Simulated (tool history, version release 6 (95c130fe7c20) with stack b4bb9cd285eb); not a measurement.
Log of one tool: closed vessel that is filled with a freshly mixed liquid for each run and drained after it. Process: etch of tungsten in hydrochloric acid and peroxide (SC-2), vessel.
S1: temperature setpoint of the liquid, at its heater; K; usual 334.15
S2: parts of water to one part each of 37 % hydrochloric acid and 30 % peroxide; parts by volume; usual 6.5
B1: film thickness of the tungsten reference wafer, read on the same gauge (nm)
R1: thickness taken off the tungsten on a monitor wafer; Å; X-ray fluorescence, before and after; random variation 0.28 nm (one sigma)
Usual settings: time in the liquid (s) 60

run 1 hour=0.0 | S1=334.15 S2=8.0 time_in_the_liquid_(s)=75 | B1=110.04 | R1=458.5
run 2 hour=18.2 | S1=334.15 S2=6.5 time_in_the_liquid_(s)=60 | B1=109.94 | R1=442.6
run 3 hour=41.5 | S1=334.15 S2=6.5 time_in_the_liquid_(s)=60 | B1=109.96 | R1=436.0
run 4 hour=74.3 | S1=334.15 S2=6.5 time_in_the_liquid_(s)=60 | B1=110.00 | R1=431.6
run 5 hour=101.9 | S1=334.15 S2=6.5 time_in_the_liquid_(s)=60 | B1=109.99 | R1=439.1
run 6 hour=134.9 | S1=341.15 S2=6.5 time_in_the_liquid_(s)=60 | B1=110.00 | R1=663.3
run 7 hour=157.4 | S1=341.15 S2=6.5 time_in_the_liquid_(s)=60 | B1=109.96 | R1=668.5
run 8 hour=171.6 | S1=341.15 S2=6.5 time_in_the_liquid_(s)=60 | B1=110.00 | R1=668.7
run 9 hour=184.9 | S1=330.65 S2=6.5 time_in_the_liquid_(s)=60 | B1=110.02 | R1=352.9
run 10 hour=215.6 | S1=334.15 S2=6.5 time_in_the_liquid_(s)=70 | B1=109.95 | R1=509.4
run 11 hour=244.4 | S1=334.15 S2=6.5 time_in_the_liquid_(s)=70 | B1=110.01 | R1=502.1
run 12 hour=276.3 | S1=334.15 S2=6.5 time_in_the_liquid_(s)=70 | B1=109.96 | R1=430.2
run 13 hour=297.6 | S1=329.15 S2=5.5 time_in_the_liquid_(s)=40 | B1=109.99 | R1=203.8
run 14 hour=330.8 | S1=334.15 S2=6.5 time_in_the_liquid_(s)=60 | B1=110.01 | R1=409.6
run 15 hour=352.5 | S1=341.15 S2=6.5 time_in_the_liquid_(s)=75 | B1=110.03 | R1=780.7
run 16 hour=375.4 | S1=334.15 S2=6.5 time_in_the_liquid_(s)=70 | B1=109.99 | R1=473.4
run 17 hour=407.2 | S1=334.15 S2=6.5 time_in_the_liquid_(s)=60 | B1=109.98 | R1=407.1
run 18 hour=437.2 | S1=334.15 S2=6.5 time_in_the_liquid_(s)=60 | B1=110.02 | R1=405.8
run 19 hour=470.3 | S1=341.15 S2=9.0 time_in_the_liquid_(s)=30 | B1=110.00 | R1=243.4
run 20 hour=497.1 | S1=330.15 S2=9.0 time_in_the_liquid_(s)=30 | B1=110.04 | R1=122.9
run 21 hour=595.2 | S1=334.15 S2=4.0 time_in_the_liquid_(s)=50 | B1=110.02 | R1=480.7
run 22 hour=629.6 | S1=327.65 S2=5.0 time_in_the_liquid_(s)=90 | B1=109.98 | R1=485.4
run 23 hour=649.1 | S1=334.15 S2=6.5 time_in_the_liquid_(s)=60 | B1=109.98 | R1=403.9
run 24 hour=668.0 | S1=341.15 S2=5.0 time_in_the_liquid_(s)=85 | B1=110.05 | R1=1063.1
run 25 hour=693.5 | S1=334.15 S2=5.5 time_in_the_liquid_(s)=70 | B1=109.99 | R1=530.5

Taken out of this log: 4 entries between the listed runs. Where each belongs, and how the hidden state differs across it:
Between runs 11 and 12: thermometer replaced (hour 268.5)
  liquid hotter than its thermometer reads (K): 2.66 -> 0.0848; chemicals flow below the setpoint (%): 11.3 -> 11.7
  measured less the result without the state, R1: +34.5 -> -41.4 Å
Between runs 12 and 13: gauge calibrated (hour 289.8)
  liquid hotter than its thermometer reads (K): 0.0848 -> 0.106; chemicals flow below the setpoint (%): 11.7 -> 12
  measured less the result without the state, R1: -41.4 -> -18.8 Å
Between runs 13 and 14: chemicals flow meter replaced (hour 330.4)
  liquid hotter than its thermometer reads (K): 0.106 -> 0.139; chemicals flow below the setpoint (%): 12 -> 0.742
  measured less the result without the state, R1: -18.8 -> +1.2 Å
Between runs 19 and 20: new drum of peroxide connected (hour 489.5)
  liquid hotter than its thermometer reads (K): 0.279 -> 0.306; chemicals flow below the setpoint (%): 2.45 -> 2.77
  measured less the result without the state, R1: -0.9 -> -0.4 Å
